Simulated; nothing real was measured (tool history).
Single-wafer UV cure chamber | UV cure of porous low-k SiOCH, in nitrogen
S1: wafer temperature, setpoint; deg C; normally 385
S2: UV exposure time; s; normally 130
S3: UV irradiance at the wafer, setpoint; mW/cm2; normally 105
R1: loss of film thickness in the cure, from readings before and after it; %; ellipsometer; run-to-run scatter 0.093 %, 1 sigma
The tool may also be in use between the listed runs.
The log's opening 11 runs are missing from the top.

run 12 hour=866.9 | S1=378 S2=130 S3=105 | R1=6.921
run 13 hour=915.5 | S1=378 S2=130 S3=105 | R1=7.044
run 14 hour=988.6 | S1=385 S2=130 S3=105 | R1=7.009
run 15 hour=1090 | S1=385 S2=130 S3=105 | R1=7.1
run 16 hour=1132.9 | S1=401 S2=175 S3=137 | R1=9.409
-- hour=1215.8 quartz window cleaned
run 17 hour=1216.3 | S1=376 S2=130 S3=67 | R1=5.188
run 18 hour=1286.9 | S1=385 S2=130 S3=105 | R1=6.825
run 19 hour=1352 | S1=393 S2=130 S3=105 | R1=6.911
-- hour=1360.8 UV bulbs replaced
run 20 hour=1397 | S1=385 S2=130 S3=105 | R1=8.097
run 21 hour=1446.4 | S1=379 S2=130 S3=105 | R1=7.968
run 22 hour=1547 | S1=396 S2=175 S3=82 | R1=8.296
-- hour=1601.2 quartz window cleaned
run 23 hour=1632.1 | S1=396 S2=60 S3=80 | R1=4.258
run 24 hour=1705.2 | S1=397 S2=130 S3=71 | R1=6.521
run 25 hour=1756.3 | S1=385 S2=130 S3=126 | R1=8.544
run 26 hour=1858.3 | S1=376 S2=195 S3=127 | R1=9.987
run 27 hour=1956.5 | S1=385 S2=130 S3=105 | R1=7.609
-- hour=2001.1 quartz window cleaned
run 28 hour=2039.8 | S1=376 S2=200 S3=88 | R1=8.643
run 29 hour=2121.9 | S1=374 S2=105 S3=71 | R1=5.216
run 30 hour=2160.9 | S1=385 S2=155 S3=79 | R1=7.177

What if the next run were any one of these 5? Each begins from the tool's condition after run 30:
run A hour=2161.4 | S1=385 S2=130 S3=105 | R1=?
run B hour=2161.4 | S1=405 S2=155 S3=78 | R1=?
run C hour=2161.4 | S1=368 S2=170 S3=86 | R1=?
run D hour=2161.4 | S1=404 S2=130 S3=105 | R1=?
run E hour=2161.4 | S1=385 S2=130 S3=67 | R1=?

run=A R1=7.558
run=B R1=7.393
run=C R1=7.552
run=D R1=7.842
run=E R1=5.912
What these runs would have given with no unlogged condition in the tool:
run=A R1=7.942
run=B R1=7.775
run=C R1=7.936
run=D R1=8.23
run=E R1=6.267

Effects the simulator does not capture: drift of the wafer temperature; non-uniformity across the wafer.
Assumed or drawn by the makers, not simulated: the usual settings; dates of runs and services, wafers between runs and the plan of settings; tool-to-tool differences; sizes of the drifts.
